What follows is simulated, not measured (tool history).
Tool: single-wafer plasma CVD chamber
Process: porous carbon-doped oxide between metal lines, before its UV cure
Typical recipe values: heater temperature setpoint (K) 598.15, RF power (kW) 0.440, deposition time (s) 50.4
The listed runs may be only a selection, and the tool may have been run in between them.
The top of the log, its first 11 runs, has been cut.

run     day  heater temperature setpoint (K)  RF power (kW)  deposition time (s)  wafers since the last listed run  hours since the last thermocouple change  hours since the last RF generator calibration  hours since the showerhead was replaced  hours since the gauge calibration  read-back reference wafer on the same gauge, thickness_nm  mean film thickness on the monitor wafer (angstrom)
 12  24.483                           598.15          0.440                 50.4                               674                                    2149.1                                         1218.5                                   5047.7                              888.8                                                    196.081                                              2050.65
 13  27.471                           598.15          0.440                 50.4                              1243                                    2220.8                                         1290.2                                   5119.4                              960.5                                                    196.091                                              2037.48
     29.429  -- showerhead replaced
 14  29.550                           598.15          0.440                 50.4                               726                                    2270.7                                         1340.1                                      2.9                             1010.4                                                    196.463                                              2049.76
 15  31.617                           598.15          0.440                 50.4                               860                                    2320.3                                         1389.7                                     52.5                             1060.0                                                    196.010                                              2049.79
 16  33.129                           598.15          0.440                 50.4                               629                                    2356.6                                         1426.0                                     88.8                             1096.3                                                    195.949                                              2039.13
 17  34.542                           598.15          0.440                 50.4                               587                                    2390.5                                         1459.9                                    122.7                             1130.2                                                    196.269                                              2050.60
 18  35.829                           598.15          0.390                 50.4                               535                                    2421.4                                         1490.8                                    153.6                             1161.1                                                    195.981                                              1855.71
     36.729  -- gauge calibrated
 19  38.025                           585.15          0.485                 53.7                               914                                    2474.1                                         1543.5                                    206.3                               31.1                                                    195.833                                              2492.43
 20  40.846                           588.15          0.520                 50.4                              1174                                    2541.8                                         1611.2                                    274.0                               98.8                                                    196.004                                              2415.88
 21  42.871                           598.15          0.440                 50.4                               842                                    2590.4                                         1659.8                                    322.6                              147.4                                                    195.712                                              2055.07
 22  45.475                           605.15          0.410                 47.1                              1083                                    2652.9                                         1722.3                                    385.1                              209.9                                                    195.738                                              1750.12
 23  46.583                           587.15          0.440                 50.4                               461                                    2679.5                                         1748.9                                    411.7                              236.5                                                    195.941                                              2171.91
 24  48.775                           590.15          0.440                 53.8                               912                                    2732.1                                         1801.5                                    464.3                              289.1                                                    195.968                                              2271.51
 25  50.225                           611.15          0.440                 50.4                               603                                    2766.9                                         1836.3                                    499.1                              323.9                                                    196.137                                              1910.95
     50.875  -- thermocouple changed; heater temperature recalibrated
 26  52.058                           603.15          0.525                 57.7                               624                                      28.4                                         1880.3                                    543.1                              367.9                                                    195.741                                              2668.08
     54.200  -- RF generator calibrated
 27  54.762                           586.15          0.395                 60.1                               986                                      93.3                                           13.5                                    608.0                              432.8                                                    196.051                                              2492.21
 28  56.133                           598.15          0.355                 59.7                               570                                     126.2                                           46.4                                    640.9                              465.7                                                    195.888                                              2104.77
 29  62.621                           598.15          0.440                 50.4                              2700                                     281.9                                          202.1                                    796.6                              621.4                                                    196.027                                              2102.52
 30  63.629                           598.15          0.440                 50.4                               419                                     306.1                                          226.3                                    820.8                              645.6                                                    196.122                                              2129.32
 31  66.021                           604.15          0.440                 54.7                               995                                     363.5                                          283.7                                    878.2                              703.0                                                    195.910                                              2218.68
 32  68.133                           592.15          0.440                 46.2                               879                                     414.2                                          334.4                                    928.9                              753.7                                                    195.894                                              1992.49
 33  69.204                           610.15          0.395                 50.4                               445                                     439.9                                          360.1                                    954.6                              779.4                                                    195.504                                              1803.31
 34  70.475                           598.15          0.440                 50.4                               528                                     470.4                                          390.6                                    985.1                              809.9                                                    196.021                                              2106.65
 35  72.171                           592.15          0.365                 53.4                               705                                     511.1                                          431.3                                   1025.8                              850.6                                                    195.984                                              1998.74

Branching from run 35: 3 alternative next runs. What would each branch give?
  A  72.188                           598.15          0.440                 57.2                                 6                                     511.5                                          431.7                                   1026.2                              851.0                                                          ?                                                    ?
  B  72.188                           598.15          0.380                 50.4                                 6                                     511.5                                          431.7                                   1026.2                              851.0                                                          ?                                                    ?
  C  72.188                           598.15          0.495                 42.2                                 6                                     511.5                                          431.7                                   1026.2                              851.0                                                          ?                                                    ?

run  read-back reference wafer on the same gauge, thickness_nm  mean film thickness on the monitor wafer (angstrom)
  A                                                    195.969                                              2389.57
  B                                                    195.969                                              1886.53
  C                                                    195.969                                              1925.34
Without the tool's hidden state the same runs would have given:
run  mean film thickness on the monitor wafer (angstrom)
  A                                              2410.33
  B                                              1902.91
  C                                              1942.06
